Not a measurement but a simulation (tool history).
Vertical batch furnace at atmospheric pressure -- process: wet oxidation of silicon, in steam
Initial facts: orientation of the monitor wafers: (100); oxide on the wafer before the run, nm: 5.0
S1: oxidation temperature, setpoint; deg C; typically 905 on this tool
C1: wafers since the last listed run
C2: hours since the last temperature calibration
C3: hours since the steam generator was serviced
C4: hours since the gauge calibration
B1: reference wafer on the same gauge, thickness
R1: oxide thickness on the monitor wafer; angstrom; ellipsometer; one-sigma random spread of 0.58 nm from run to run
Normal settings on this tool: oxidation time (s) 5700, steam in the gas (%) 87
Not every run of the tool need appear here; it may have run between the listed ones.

Run 1, day 0.000: usual settings but oxidation time (s) 4590; C1 0; C2 2760.3; C3 1945.5; C4 837.1; B1 265.03. Result: R1 1867.7 angstrom.
At day 1.546: thermocouples replaced and temperature profile calibrated.
Run 2, day 1.567: usual settings; C1 96; C2 0.5; C3 1983.1; C4 874.7; B1 265.17. Result: R1 2223.9 angstrom.
Run 3, day 1.796: usual settings; C1 38; C2 6.0; C3 1988.6; C4 880.2; B1 264.78. Result: R1 2238.6 angstrom.
Run 4, day 2.792: usual settings; C1 169; C2 29.9; C3 2012.5; C4 904.1; B1 265.05. Result: R1 2231.2 angstrom.
Run 5, day 4.079: usual settings; C1 218; C2 60.8; C3 2043.4; C4 935.0; B1 264.81. Result: R1 2237.7 angstrom.
At day 5.088: gauge calibrated.
Run 6, day 5.283: usual settings; C1 204; C2 89.7; C3 2072.3; C4 4.7; B1 265.15. Result: R1 2240.5 angstrom.
Run 7, day 6.246: usual settings but oxidation time (s) 4770; C1 163; C2 112.8; C3 2095.4; C4 27.8; B1 264.91. Result: R1 1911.4 angstrom.
Run 8, day 7.221: usual settings but oxidation time (s) 4770; C1 165; C2 136.2; C3 2118.8; C4 51.2; B1 265.13. Result: R1 1920.2 angstrom.
Run 9, day 8.467: usual settings but oxidation time (s) 4770; C1 211; C2 166.1; C3 2148.7; C4 81.1; B1 265.23. Result: R1 1919.6 angstrom.
Run 10, day 9.200: usual settings; C1 124; C2 183.7; C3 2166.3; C4 98.7; B1 265.12. Result: R1 2236.4 angstrom.
Run 11, day 9.908: usual settings; C1 120; C2 200.7; C3 2183.3; C4 115.7; B1 265.22. Result: R1 2230.9 angstrom.
Run 12, day 10.458: usual settings; C1 93; C2 213.9; C3 2196.5; C4 128.9; B1 265.11. Result: R1 2229.8 angstrom.
Run 13, day 11.917: usual settings; C1 247; C2 248.9; C3 2231.5; C4 163.9; B1 264.81. Result: R1 2229.2 angstrom.
Run 14, day 12.779: usual settings; C1 146; C2 269.6; C3 2252.2; C4 184.6; B1 264.97. Result: R1 2231.1 angstrom.
Run 15, day 13.804: usual settings but oxidation time (s) 8190, steam in the gas (%) 83; C1 174; C2 294.2; C3 2276.8; C4 209.2; B1 265.10. Result: R1 2901.0 angstrom.
Run 16, day 14.396: usual settings; C1 100; C2 308.4; C3 2291.0; C4 223.4; B1 265.30. Result: R1 2238.7 angstrom.
Run 17, day 14.908: usual settings but S1 916 deg C, steam in the gas (%) 96; C1 87; C2 320.7; C3 2303.3; C4 235.7; B1 264.84. Result: R1 2732.0 angstrom.
Run 18, day 16.383: usual settings; C1 250; C2 356.1; C3 2338.7; C4 271.1; B1 264.79. Result: R1 2237.9 angstrom.
Run 19, day 17.046: usual settings but S1 892 deg C, oxidation time (s) 4230, steam in the gas (%) 97; C1 112; C2 372.0; C3 2354.6; C4 287.0; B1 265.07. Result: R1 1585.4 angstrom.
Run 20, day 20.425: usual settings but oxidation time (s) 4590; C1 573; C2 453.1; C3 2435.7; C4 368.1; B1 264.99. Result: R1 1849.7 angstrom.
Run 21, day 21.550: usual settings but S1 898 deg C; C1 191; C2 480.1; C3 2462.7; C4 395.1; B1 264.93. Result: R1 2035.2 angstrom.
At day 22.967: steam generator serviced.
Run 22, day 22.988: usual settings but S1 922 deg C, oxidation time (s) 7260, steam in the gas (%) 76; C1 74; C2 514.6; C3 0.5; C4 429.6; B1 264.98. Result: R1 3056.6 angstrom.
Run 23, day 23.767: usual settings but S1 911 deg C; C1 132; C2 533.3; C3 19.2; C4 448.3; B1 264.75. Result: R1 2499.0 angstrom.
Run 24, day 24.512: usual settings but S1 883 deg C, oxidation time (s) 7560; C1 126; C2 551.2; C3 37.1; C4 466.2; B1 265.23. Result: R1 2193.9 angstrom.
Run 25, day 25.908: usual settings but oxidation time (s) 7110, steam in the gas (%) 95; C1 237; C2 584.7; C3 70.6; C4 499.7; B1 264.90. Result: R1 2994.2 angstrom.
Run 26, day 26.608: usual settings; C1 118; C2 601.5; C3 87.4; C4 516.5; B1 264.61. Result: R1 2310.2 angstrom.
Run 27, day 27.425: usual settings but S1 918 deg C, oxidation time (s) 8340; C1 138; C2 621.1; C3 107.0; C4 536.1; B1 265.14. Result: R1 3635.6 angstrom.
Run 28, day 28.650: usual settings; C1 208; C2 650.5; C3 136.4; C4 565.5; B1 264.96. Result: R1 2307.2 angstrom.
Run 29, day 29.588: usual settings; C1 159; C2 673.0; C3 158.9; C4 588.0; B1 265.11. Result: R1 2302.8 angstrom.
Run 30, day 30.650: usual settings but oxidation time (s) 8520, steam in the gas (%) 94; C1 180; C2 698.5; C3 184.4; C4 613.5; B1 264.86. Result: R1 3417.0 angstrom.
Run 31, day 31.912: usual settings but S1 918 deg C, oxidation time (s) 4380, steam in the gas (%) 81; C1 214; C2 728.8; C3 214.7; C4 643.8; B1 265.13. Result: R1 2013.1 angstrom.
Run 32, day 32.712: usual settings but S1 898 deg C, oxidation time (s) 3300; C1 135; C2 748.0; C3 233.9; C4 663.0; B1 265.06. Result: R1 1310.9 angstrom.
Run 33, day 33.467: usual settings but S1 920 deg C, steam in the gas (%) 80; C1 128; C2 766.1; C3 252.0; C4 681.1; B1 264.82. Result: R1 2540.6 angstrom.
Run 34, day 34.504: usual settings; C1 176; C2 791.0; C3 276.9; C4 706.0; B1 265.18. Result: R1 2293.2 angstrom.
Run 35, day 35.475: usual settings but S1 881 deg C; C1 164; C2 814.3; C3 300.2; C4 729.3; B1 264.77. Result: R1 1653.1 angstrom.
Run 36, day 36.375: usual settings but S1 925 deg C, steam in the gas (%) 91; C1 152; C2 835.9; C3 321.8; C4 750.9; B1 265.18. Result: R1 2932.8 angstrom.
Run 37, day 37.421: usual settings but oxidation time (s) 6570, steam in the gas (%) 92; C1 177; C2 861.0; C3 346.9; C4 776.0; B1 265.21. Result: R1 2692.1 angstrom.
Run 38, day 38.304: usual settings but S1 894 deg C, oxidation time (s) 7860, steam in the gas (%) 92; C1 149; C2 882.2; C3 368.1; C4 797.2; B1 264.80. Result: R1 2725.4 angstrom.

For some of the steps in R1 from one run to the next: how much would appear even if the tool had no hidden state, given the settings, what came in and random variation, and how much remains for the hidden state plus any gauge scatter that the measured result and the result without hidden state don't share?
What the log doesn't record here: true tube temperature minus thermocouple reading, K; steam share off its setpoint, % of the setpoint; gauge reads high (%).
Run 14 -> 15: oxidation time (s) 5700 -> 8190, steam in the gas (%) 87 -> 83. R1 +669.9 angstrom: hidden state -29.0, all else +698.9.
Run 18 -> 19: S1 905 -> 892, oxidation time (s) 5700 -> 4230, steam in the gas (%) 87 -> 97. R1 -652.5 angstrom: hidden state +28.7, all else -681.2.
Run 21 -> 22: S1 898 -> 922, oxidation time (s) 5700 -> 7260, steam in the gas (%) 87 -> 76, steam generator serviced. R1 +1021.4 angstrom: hidden state +87.7, all else +933.7.
Run 26 -> 27: S1 905 -> 918, oxidation time (s) 5700 -> 8340. R1 +1325.4 angstrom: hidden state -15.0, all else +1340.4.
Run 27 -> 28: S1 918 -> 905, oxidation time (s) 8340 -> 5700. R1 -1328.4 angstrom: hidden state +8.8, all else -1337.2.
Run 30 -> 31: S1 905 -> 918, oxidation time (s) 8520 -> 4380, steam in the gas (%) 94 -> 81. R1 -1403.9 angstrom: hidden state +16.7, all else -1420.6.

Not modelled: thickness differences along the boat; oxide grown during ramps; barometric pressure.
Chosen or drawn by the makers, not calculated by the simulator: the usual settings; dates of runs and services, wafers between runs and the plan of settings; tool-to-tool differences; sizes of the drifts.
